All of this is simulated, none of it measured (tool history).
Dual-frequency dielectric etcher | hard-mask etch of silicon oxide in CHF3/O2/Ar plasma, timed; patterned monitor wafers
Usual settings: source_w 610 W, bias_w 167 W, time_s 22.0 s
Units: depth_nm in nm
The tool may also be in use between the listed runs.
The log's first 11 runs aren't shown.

run   hour  source_w  bias_w  time_s  wafers since the last listed run  hours since the last wet clean  hours since the last source power generator calibration  hours since the last bias power generator calibration  hours since the last upper electrode change  hours since the gauge calibration  read-back reference wafer on the same gauge, depth_nm  depth_nm
     386.7  -- gauge calibrated
 12  387.1       690     167    18.0                               413                           680.1                                                   1327.6                                                  206.3                                        250.7                                0.4                                                  45.99     35.76
 13  412.6       610     167    22.0                               414                           705.6                                                   1353.1                                                  231.8                                        276.2                               25.9                                                  46.01     41.75
     438.2  -- source power generator calibrated
     442.2  -- wet clean of the chamber
 14  442.7       570     134    22.0                               359                             0.5                                                      4.5                                                  261.9                                        306.3                               56.0                                                  46.01     35.87
 15  504.5       740     189    22.0                              1004                            62.3                                                     66.3                                                  323.7                                        368.1                              117.8                                                  46.00     44.36
 16  531.0       740     130    26.0                               430                            88.8                                                     92.8                                                  350.2                                        394.6                              144.3                                                  46.00     46.66
 17  546.1       670     133    17.5                               245                           103.9                                                    107.9                                                  365.3                                        409.7                              159.4                                                  46.03     30.34
 18  559.9       610     167    16.5                               224                           117.7                                                    121.7                                                  379.1                                        423.5                              173.2                                                  46.00     29.70
 19  591.8       460     128    16.5                               518                           149.6                                                    153.6                                                  411.0                                        455.4                              205.1                                                  46.01     24.72
 20  609.3       610     167    22.0                               284                           167.1                                                    171.1                                                  428.5                                        472.9                              222.6                                                  46.02     39.60
 21  631.1       610     167    18.5                               354                           188.9                                                    192.9                                                  450.3                                        494.7                              244.4                                                  45.99     33.45
 22  666.6       610     167    22.0                               577                           224.4                                                    228.4                                                  485.8                                        530.2                              279.9                                                  45.98     40.03
 23  686.0       540     167    22.0                               315                           243.8                                                    247.8                                                  505.2                                        549.6                              299.3                                                  45.99     38.10
 24  746.8       650     130    27.5                               988                           304.6                                                    308.6                                                  566.0                                        610.4                              360.1                                                  45.99     47.59
 25  795.7       610     191    22.0                               795                           353.5                                                    357.5                                                  614.9                                        659.3                              409.0                                                  46.03     42.14
 26  825.9       520     187    22.0                               491                           383.7                                                    387.7                                                  645.1                                        689.5                              439.2                                                  45.96     39.35
 27  860.5       610     167    22.0                               562                           418.3                                                    422.3                                                  679.7                                        724.1                              473.8                                                  46.00     40.49
 28  888.5       670     167    28.0                               455                           446.3                                                    450.3                                                  707.7                                        752.1                              501.8                                                  45.97     53.40
 29  907.3       710     191    18.0                               305                           465.1                                                    469.1                                                  726.5                                        770.9                              520.6                                                  45.99     36.61
 30  924.6       550     144    28.0                               281                           482.4                                                    486.4                                                  743.8                                        788.2                              537.9                                                  46.02     47.47

4 ways to go on from here, each from the tool as it stands after run 30. What would each give?
  A  925.0       610     167    22.0                                 6                           482.8                                                    486.8                                                  744.2                                        788.6                              538.3                                                      ?         ?
  B  925.0       610     142    22.0                                 6                           482.8                                                    486.8                                                  744.2                                        788.6                              538.3                                                      ?         ?
  C  925.0       560     167    28.5                                 6                           482.8                                                    486.8                                                  744.2                                        788.6                              538.3                                                      ?         ?
  D  925.0       690     136    22.0                                 6                           482.8                                                    486.8                                                  744.2                                        788.6                              538.3                                                      ?         ?

run  read-back reference wafer on the same gauge, depth_nm  depth_nm
  A                                                  46.03     40.63
  B                                                  46.03     38.56
  C                                                  46.03     50.93
  D                                                  46.03     39.91
Without the tool's hidden state the same runs would have given:
run  depth_nm
  A     39.54
  B     37.52
  C     49.57
  D     38.83
